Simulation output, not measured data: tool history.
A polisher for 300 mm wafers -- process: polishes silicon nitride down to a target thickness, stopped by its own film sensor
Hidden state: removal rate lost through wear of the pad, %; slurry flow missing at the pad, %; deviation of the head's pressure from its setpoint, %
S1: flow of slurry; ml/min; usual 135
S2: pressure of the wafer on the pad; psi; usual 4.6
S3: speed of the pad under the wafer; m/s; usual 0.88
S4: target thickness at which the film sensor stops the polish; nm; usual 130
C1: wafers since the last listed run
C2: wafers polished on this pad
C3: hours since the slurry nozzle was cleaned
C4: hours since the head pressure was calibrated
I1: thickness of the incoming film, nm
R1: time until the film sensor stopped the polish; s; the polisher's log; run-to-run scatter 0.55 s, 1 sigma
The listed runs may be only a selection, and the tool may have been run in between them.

run 1 hour=0.0 | S1=135 S2=4.6 S3=0.88 S4=130 | C1=0 C2=566 C3=211.9 C4=888.5 | I1=235.6 | R1=49.0
run 2 hour=12.5 | S1=135 S2=4.6 S3=0.88 S4=104 | C1=162 C2=729 C3=224.4 C4=901.0 | I1=239.7 | R1=64.5
-- hour=22.4 worn pad replaced by a new one
run 3 hour=22.9 | S1=135 S2=4.6 S3=0.88 S4=144 | C1=83 C2=6 C3=234.8 C4=911.4 | I1=241.4 | R1=45.0
run 4 hour=47.9 | S1=135 S2=4.6 S3=0.88 S4=130 | C1=325 C2=332 C3=259.8 C4=936.4 | I1=235.6 | R1=49.2
run 5 hour=54.2 | S1=135 S2=4.6 S3=0.88 S4=130 | C1=82 C2=414 C3=266.1 C4=942.7 | I1=239.8 | R1=52.4
run 6 hour=65.8 | S1=135 S2=4.6 S3=0.88 S4=130 | C1=151 C2=565 C3=277.7 C4=954.3 | I1=238.6 | R1=51.3
-- hour=80.5 worn pad replaced by a new one
run 7 hour=109.5 | S1=135 S2=4.6 S3=0.74 S4=130 | C1=517 C2=377 C3=321.4 C4=998.0 | I1=241.4 | R1=61.4
run 8 hour=123.1 | S1=135 S2=4.6 S3=0.74 S4=130 | C1=177 C2=554 C3=335.0 C4=1011.6 | I1=242.2 | R1=62.7
run 9 hour=134.5 | S1=135 S2=4.6 S3=0.74 S4=130 | C1=148 C2=703 C3=346.4 C4=1023.0 | I1=243.6 | R1=63.5
-- hour=140.3 worn pad replaced by a new one
run 10 hour=144.5 | S1=135 S2=4.6 S3=1.08 S4=130 | C1=78 C2=55 C3=356.4 C4=1033.0 | I1=245.3 | R1=48.0
run 11 hour=153.1 | S1=135 S2=4.6 S3=1.08 S4=130 | C1=112 C2=167 C3=365.0 C4=1041.6 | I1=236.6 | R1=43.9
run 12 hour=170.7 | S1=135 S2=5.5 S3=0.80 S4=104 | C1=229 C2=396 C3=382.6 C4=1059.2 | I1=236.5 | R1=60.1
run 13 hour=179.7 | S1=100 S2=4.6 S3=1.16 S4=130 | C1=117 C2=514 C3=391.6 C4=1068.2 | I1=241.0 | R1=49.1
-- hour=198.2 worn pad replaced by a new one
run 14 hour=198.7 | S1=135 S2=4.6 S3=0.88 S4=130 | C1=195 C2=6 C3=410.6 C4=1087.2 | I1=238.2 | R1=55.0
run 15 hour=209.1 | S1=135 S2=3.1 S3=0.88 S4=160 | C1=135 C2=141 C3=421.0 C4=1097.6 | I1=235.1 | R1=56.8
-- hour=211.3 head pressure recalibrated
-- hour=217.5 slurry nozzle cleaned
run 16 hour=218.0 | S1=135 S2=3.3 S3=0.88 S4=130 | C1=76 C2=218 C3=0.5 C4=6.7 | I1=239.1 | R1=67.1
run 17 hour=233.4 | S1=175 S2=5.3 S3=1.10 S4=152 | C1=200 C2=419 C3=15.9 C4=22.1 | I1=244.3 | R1=27.8
run 18 hour=245.5 | S1=135 S2=4.6 S3=0.88 S4=130 | C1=157 C2=577 C3=28.0 C4=34.2 | I1=237.1 | R1=48.4
run 19 hour=253.5 | S1=155 S2=5.5 S3=0.76 S4=154 | C1=104 C2=681 C3=36.0 C4=42.2 | I1=245.1 | R1=37.6
-- hour=259.4 worn pad replaced by a new one
run 20 hour=265.3 | S1=135 S2=5.7 S3=0.98 S4=145 | C1=101 C2=76 C3=47.8 C4=54.0 | I1=244.7 | R1=33.0
run 21 hour=278.3 | S1=135 S2=4.6 S3=0.88 S4=130 | C1=169 C2=245 C3=60.8 C4=67.0 | I1=236.6 | R1=48.7
run 22 hour=291.0 | S1=135 S2=4.6 S3=0.88 S4=130 | C1=165 C2=411 C3=73.5 C4=79.7 | I1=239.6 | R1=50.0

How would selected steps in R1 from run to run divide? Give the signed amount a tool lacking its hidden state would still show from settings, what came in and random variation, and the signed amount left for the hidden state, including any gauge scatter that is not in both of the compared results.
Run 11 -> 12: S2 4.6 -> 5.5, S3 1.08 -> 0.80, S4 130 -> 104. R1 +16.2 s: hidden state +2.2, all else +14.0.
Run 15 -> 16: S2 3.1 -> 3.3, S4 160 -> 130, head pressure recalibrated, slurry nozzle cleaned. R1 +10.3 s: hidden state -7.0, all else +17.3.
Run 16 -> 17: S1 135 -> 175, S2 3.3 -> 5.3, S3 0.88 -> 1.10, S4 130 -> 152. R1 -39.3 s: hidden state -0.4, all else -38.9.
Run 17 -> 18: S1 175 -> 135, S2 5.3 -> 4.6, S3 1.10 -> 0.88, S4 152 -> 130. R1 +20.6 s: hidden state +0.5, all else +20.1.
